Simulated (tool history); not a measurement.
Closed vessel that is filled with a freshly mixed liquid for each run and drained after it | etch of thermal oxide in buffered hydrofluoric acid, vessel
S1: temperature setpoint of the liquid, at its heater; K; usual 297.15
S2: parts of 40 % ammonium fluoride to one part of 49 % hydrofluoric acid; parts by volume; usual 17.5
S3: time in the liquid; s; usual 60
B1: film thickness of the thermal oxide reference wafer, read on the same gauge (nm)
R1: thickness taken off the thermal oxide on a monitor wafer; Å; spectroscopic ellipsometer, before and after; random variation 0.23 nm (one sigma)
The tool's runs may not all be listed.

Run 1, day 0: usual settings; B1 140.01. Result: R1 409.1 Å.
Run 2, day 1.154: usual settings; B1 139.99. Result: R1 412.5 Å.
Run 3, day 3.204: usual settings but S3 70 s; B1 140.02. Result: R1 484.6 Å.
Run 4, day 5.125: usual settings; B1 139.99. Result: R1 411.1 Å.
Run 5, day 6.208: usual settings; B1 139.97. Result: R1 410.1 Å.
At day 7.483: gauge calibrated.
Run 6, day 7.712: usual settings; B1 140. Result: R1 416.4 Å.
Run 7, day 9.029: usual settings but S1 295.65 K, S3 35 s; B1 139.99. Result: R1 222.4 Å.
Run 8, day 11.667: usual settings but S1 296.15 K; B1 140.02. Result: R1 393.2 Å.
Run 9, day 14.146: usual settings but S1 296.15 K; B1 140. Result: R1 395.4 Å.
At day 15.308: thermometer replaced.
Run 10, day 16.596: usual settings but S1 296.15 K; B1 140.01. Result: R1 397.5 Å.
Run 11, day 18.867: usual settings; B1 140. Result: R1 423 Å.
Run 12, day 21.042: usual settings but S2 23.5 parts by volume, S3 30 s; B1 140.01. Result: R1 161.1 Å.
Run 13, day 22.288: usual settings but S1 292.65 K, S2 13.5 parts by volume, S3 40 s; B1 140.01. Result: R1 279.5 Å.
Run 14, day 23.496: usual settings; B1 140. Result: R1 421.1 Å.
At day 23.704: hydrofluoric acid flow meter replaced.
Run 15, day 25.092: usual settings but S1 294.65 K, S2 12 parts by volume, S3 80 s; B1 139.95. Result: R1 663 Å.
Run 16, day 28.021: usual settings but S1 301.65 K; B1 140. Result: R1 504.1 Å.
Run 17, day 30.717: usual settings but S2 21 parts by volume, S3 70 s; B1 140.03. Result: R1 390 Å.
Run 18, day 38.896: usual settings but S1 300.65 K, S2 20.5 parts by volume; B1 139.98. Result: R1 413.8 Å.
Run 19, day 40.388: usual settings but S3 35 s; B1 140. Result: R1 232.7 Å.

Forecast run 20:
Run 20, day 42.883: usual settings; B1 ?. Result: R1 ?.

B1: 139.99
R1: 402.1 Å
Without the tool's hidden state the same run would have given R1 395.1 Å.
